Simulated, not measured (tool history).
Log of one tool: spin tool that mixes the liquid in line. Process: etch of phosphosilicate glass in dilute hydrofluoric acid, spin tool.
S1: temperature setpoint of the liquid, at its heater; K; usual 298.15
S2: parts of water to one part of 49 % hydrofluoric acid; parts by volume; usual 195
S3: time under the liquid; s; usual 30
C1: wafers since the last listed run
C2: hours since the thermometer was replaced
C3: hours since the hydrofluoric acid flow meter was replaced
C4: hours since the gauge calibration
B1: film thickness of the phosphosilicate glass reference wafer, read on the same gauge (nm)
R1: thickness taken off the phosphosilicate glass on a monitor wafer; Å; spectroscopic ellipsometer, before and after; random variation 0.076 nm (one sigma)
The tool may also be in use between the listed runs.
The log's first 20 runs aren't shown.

run,hour,S1,S2,S3,C1,C2,C3,C4,B1,R1
21,249.9,298.15,195,30,156,1073.2,883.9,111.5,40.01,87.9
22,257.5,303.15,195,30,72,1080.8,891.5,119.1,40.00,103.7
# hour 264.4: thermometer replaced
23,275.5,298.15,265,20,162,11.1,909.5,137.1,39.99,36.3
24,291.8,298.15,195,30,155,27.4,925.8,153.4,40.01,80.1
# hour 300.9: hydrofluoric acid flow meter replaced
25,301.4,298.15,195,30,81,37.0,0.5,163.0,39.99,80.5
26,348.4,303.15,165,15,447,84.0,47.5,210.0,40.00,58.8
27,358.0,298.15,250,20,91,93.6,57.1,219.6,40.00,39.3
28,371.9,296.65,285,30,132,107.5,71.0,233.5,40.01,47.7
29,380.6,299.65,195,45,82,116.2,79.7,242.2,40.00,130.2
30,394.2,298.15,195,50,129,129.8,93.3,255.8,40.01,133.4
31,405.9,303.15,265,30,111,141.5,105.0,267.5,39.99,64.1
32,413.8,295.65,230,35,75,149.4,112.9,275.4,39.99,70.9

5 ways to go on from here, each from the tool as it stands after run 32. What would each give?
A,414.2,301.65,195,30,3,149.8,113.3,275.8,?,?
B,414.2,301.15,195,35,3,149.8,113.3,275.8,?,?
C,414.2,300.15,230,20,3,149.8,113.3,275.8,?,?
D,414.2,299.65,155,30,3,149.8,113.3,275.8,?,?
E,414.2,295.65,160,30,3,149.8,113.3,275.8,?,?

run,B1,R1
A,40.02,92.0
B,40.02,105.5
C,40.02,47.4
D,40.02,113.1
E,40.02,93.8
Without the tool's hidden state the same runs would have given:
run,R1
A,89.6
B,102.7
C,46.1
D,110.0
E,91.0
